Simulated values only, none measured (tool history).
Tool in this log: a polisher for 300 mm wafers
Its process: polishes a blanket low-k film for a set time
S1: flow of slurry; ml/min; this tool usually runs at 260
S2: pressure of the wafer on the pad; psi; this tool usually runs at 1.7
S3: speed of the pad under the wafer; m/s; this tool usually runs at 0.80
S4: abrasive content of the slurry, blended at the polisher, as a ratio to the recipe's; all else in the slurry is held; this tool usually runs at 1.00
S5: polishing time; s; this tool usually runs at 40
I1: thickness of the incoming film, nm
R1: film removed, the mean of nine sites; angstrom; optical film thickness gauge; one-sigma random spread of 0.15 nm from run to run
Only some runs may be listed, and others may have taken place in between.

| run | day | S1 | S2 | S3 | S4 | S5 | I1 | R1 |
|---|---|---|---|---|---|---|---|---|
| 1 | 0.000 | 260 | 1.7 | 1.02 | 1.00 | 40 | 456.8 | 127 |
| 2 | 1.042 | 260 | 1.7 | 0.80 | 1.00 | 40 | 469.0 | 108 |
|  | 1.358 | slurry blender recalibrated |
| 3 | 2.508 | 260 | 1.7 | 0.80 | 1.00 | 40 | 465.5 | 107 |
| 4 | 3.221 | 260 | 1.7 | 0.80 | 1.00 | 40 | 462.7 | 106 |
| 5 | 4.075 | 260 | 1.7 | 0.80 | 1.00 | 40 | 460.5 | 106 |
|  | 4.458 | conditioning disc replaced and pad reconditioned |
| 6 | 4.829 | 260 | 1.7 | 0.80 | 1.00 | 40 | 458.5 | 107 |
| 7 | 5.696 | 260 | 1.7 | 0.68 | 0.85 | 40 | 464.8 | 86 |
| 8 | 6.938 | 260 | 1.5 | 0.80 | 1.15 | 40 | 461.2 | 102 |
|  | 7.050 | head pressure recalibrated |
| 9 | 7.492 | 315 | 1.7 | 0.80 | 0.85 | 46 | 466.8 | 113 |
|  | 7.675 | worn pad replaced by a new one |
| 10 | 8.304 | 260 | 1.7 | 1.02 | 1.00 | 40 | 459.6 | 124 |
| 11 | 9.354 | 260 | 1.7 | 0.80 | 1.00 | 40 | 462.4 | 108 |
| 12 | 10.108 | 345 | 1.7 | 0.80 | 1.00 | 40 | 463.5 | 107 |
| 13 | 11.333 | 180 | 1.7 | 0.54 | 1.25 | 40 | 457.5 | 87 |
| 14 | 12.379 | 260 | 2.2 | 0.80 | 1.00 | 44 | 455.7 | 150 |
| 15 | 13.467 | 260 | 1.7 | 0.80 | 1.25 | 40 | 464.1 | 120 |
| 16 | 14.754 | 260 | 1.7 | 0.90 | 1.00 | 40 | 457.6 | 116 |
|  | 16.404 | worn pad replaced by a new one |
| 17 | 17.029 | 295 | 2.0 | 0.96 | 1.00 | 51 | 467.2 | 186 |
|  | 17.338 | conditioning disc replaced and pad reconditioned |
|  | 17.362 | slurry blender recalibrated |
| 18 | 17.538 | 260 | 1.2 | 0.80 | 0.70 | 40 | 459.0 | 59 |
| 19 | 18.454 | 260 | 1.7 | 0.80 | 1.15 | 40 | 456.7 | 112 |
| 20 | 19.038 | 260 | 1.7 | 0.80 | 1.00 | 40 | 460.7 | 107 |
|  | 19.183 | slurry nozzle cleaned |
|  | 19.767 | head pressure recalibrated |
| 21 | 19.792 | 325 | 2.2 | 0.80 | 1.00 | 40 | 460.5 | 142 |
| 22 | 23.388 | 260 | 1.7 | 0.80 | 1.00 | 40 | 463.3 | 106 |
|  | 24.654 | worn pad replaced by a new one |
| 23 | 24.675 | 260 | 1.7 | 0.98 | 1.00 | 40 | 464.3 | 123 |
| 24 | 25.533 | 260 | 1.7 | 0.80 | 1.00 | 40 | 452.7 | 108 |
| 25 | 26.883 | 340 | 1.7 | 0.80 | 1.00 | 40 | 459.8 | 110 |
| 26 | 27.671 | 235 | 1.7 | 0.80 | 1.20 | 40 | 463.8 | 116 |
| 27 | 28.858 | 260 | 1.7 | 0.80 | 1.00 | 40 | 466.4 | 107 |

Alternative continuations, all from the tool just after run 27; predict every row:
| A | 28.875 | 200 | 1.7 | 0.80 | 1.00 | 40 | 468.4 | ? |
| B | 28.875 | 260 | 1.5 | 0.80 | 1.00 | 40 | 468.4 | ? |
| C | 28.875 | 195 | 1.7 | 1.04 | 1.30 | 27 | 468.4 | ? |

| run | R1 |
|---|---|
| A | 101 |
| B | 92 |
| C | 93 |
Take away the tool's hidden state, keep each run's random variation, and the runs would have read:
| run | R1 |
|---|---|
| A | 101 |
| B | 92 |
| C | 93 |

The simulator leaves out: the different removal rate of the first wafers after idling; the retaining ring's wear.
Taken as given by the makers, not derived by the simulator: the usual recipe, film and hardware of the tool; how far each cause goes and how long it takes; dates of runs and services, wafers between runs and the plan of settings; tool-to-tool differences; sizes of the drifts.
